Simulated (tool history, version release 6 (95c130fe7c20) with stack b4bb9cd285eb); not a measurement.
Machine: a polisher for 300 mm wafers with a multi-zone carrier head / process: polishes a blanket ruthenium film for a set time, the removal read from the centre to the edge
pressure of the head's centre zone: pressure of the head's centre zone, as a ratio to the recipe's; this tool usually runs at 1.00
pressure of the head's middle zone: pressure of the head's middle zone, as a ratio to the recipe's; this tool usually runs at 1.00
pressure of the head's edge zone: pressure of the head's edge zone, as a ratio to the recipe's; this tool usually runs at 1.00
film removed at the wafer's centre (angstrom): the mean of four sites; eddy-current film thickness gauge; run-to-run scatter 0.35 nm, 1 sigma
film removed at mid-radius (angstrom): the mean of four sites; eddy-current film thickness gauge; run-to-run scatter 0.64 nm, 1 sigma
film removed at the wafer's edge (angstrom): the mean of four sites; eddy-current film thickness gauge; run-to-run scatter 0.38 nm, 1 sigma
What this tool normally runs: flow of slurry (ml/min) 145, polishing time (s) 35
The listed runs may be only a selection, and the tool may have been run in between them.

run	hour	flow of slurry (ml/min)	pressure of the head's centre zone	pressure of the head's middle zone	pressure of the head's edge zone	polishing time (s)	incoming thickness of the incoming film, nm	film removed at the wafer's centre (angstrom)	film removed at mid-radius (angstrom)	film removed at the wafer's edge (angstrom)
1	0.0	145	1.04	1.00	1.00	41	369.6	536	537	537
# hour 8.1: slurry nozzle cleaned
2	53.5	145	1.04	1.00	1.00	41	367.9	537	523	541
3	110.9	145	1.00	1.00	1.00	35	366.3	440	446	461
# hour 144.9: worn pad replaced by a new one
# hour 149.2: carrier head's membrane replaced by a new one
4	149.7	145	1.00	1.00	1.00	35	369.7	443	440	460
5	190.3	145	1.00	1.00	1.00	35	372.9	449	445	462
# hour 197.8: edge zone pressure recalibrated
6	220.6	145	1.00	1.00	1.00	43	375.0	546	553	566
7	262.8	145	1.00	1.00	1.00	35	374.7	449	449	466
8	334.1	105	1.04	1.08	1.03	35	368.8	409	442	441
9	384.0	145	0.96	1.00	1.00	46	366.4	577	608	613
# hour 427.2: worn pad replaced by a new one
10	438.9	145	1.11	0.96	0.94	35	373.2	476	439	445
11	474.6	145	1.04	1.00	1.00	41	378.0	538	522	544
# hour 501.6: centre zone pressure recalibrated
12	525.9	145	1.08	1.00	1.00	39	373.1	523	504	509
13	577.6	145	1.00	1.00	1.00	35	370.9	450	453	463
14	633.2	145	1.00	1.00	1.00	35	374.3	442	456	453
15	685.5	145	1.00	1.00	1.04	35	366.9	445	450	460
16	739.4	145	0.96	1.00	1.00	24	372.5	302	301	308
# hour 755.8: worn pad replaced by a new one
17	789.1	145	0.95	0.93	1.00	35	368.4	434	432	459
# hour 805.2: slurry nozzle cleaned
18	817.5	145	1.00	1.00	0.95	35	369.4	447	456	444
# hour 861.7: carrier head's membrane replaced by a new one
19	885.0	145	1.00	1.00	1.00	41	367.3	523	515	533
# hour 947.0: edge zone pressure recalibrated
20	1034.8	145	1.04	0.97	1.00	29	366.2	380	360	375
# hour 1068.1: worn pad replaced by a new one
21	1087.2	145	1.12	1.00	1.00	43	373.7	588	556	565
22	1158.3	145	1.00	1.00	1.00	35	368.9	446	441	464

Below are 4 alternative next runs, each starting from the tool's condition after run 22. Predict each:
A	1158.7	145	1.00	1.00	0.96	35	366.8	?	?	?
B	1158.7	190	1.00	1.00	1.00	35	366.8	?	?	?
C	1158.7	145	0.92	1.00	1.00	38	366.8	?	?	?
D	1158.7	115	0.90	0.88	1.00	40	366.8	?	?	?

run	film removed at the wafer's centre (angstrom)	film removed at mid-radius (angstrom)	film removed at the wafer's edge (angstrom)
A	445	453	446
B	471	477	471
C	462	492	494
D	450	440	500
Without the tool's hidden state the same runs would have given:
run	film removed at the wafer's centre (angstrom)	film removed at mid-radius (angstrom)	film removed at the wafer's edge (angstrom)
A	445	453	446
B	471	477	471
C	462	492	494
D	450	440	500
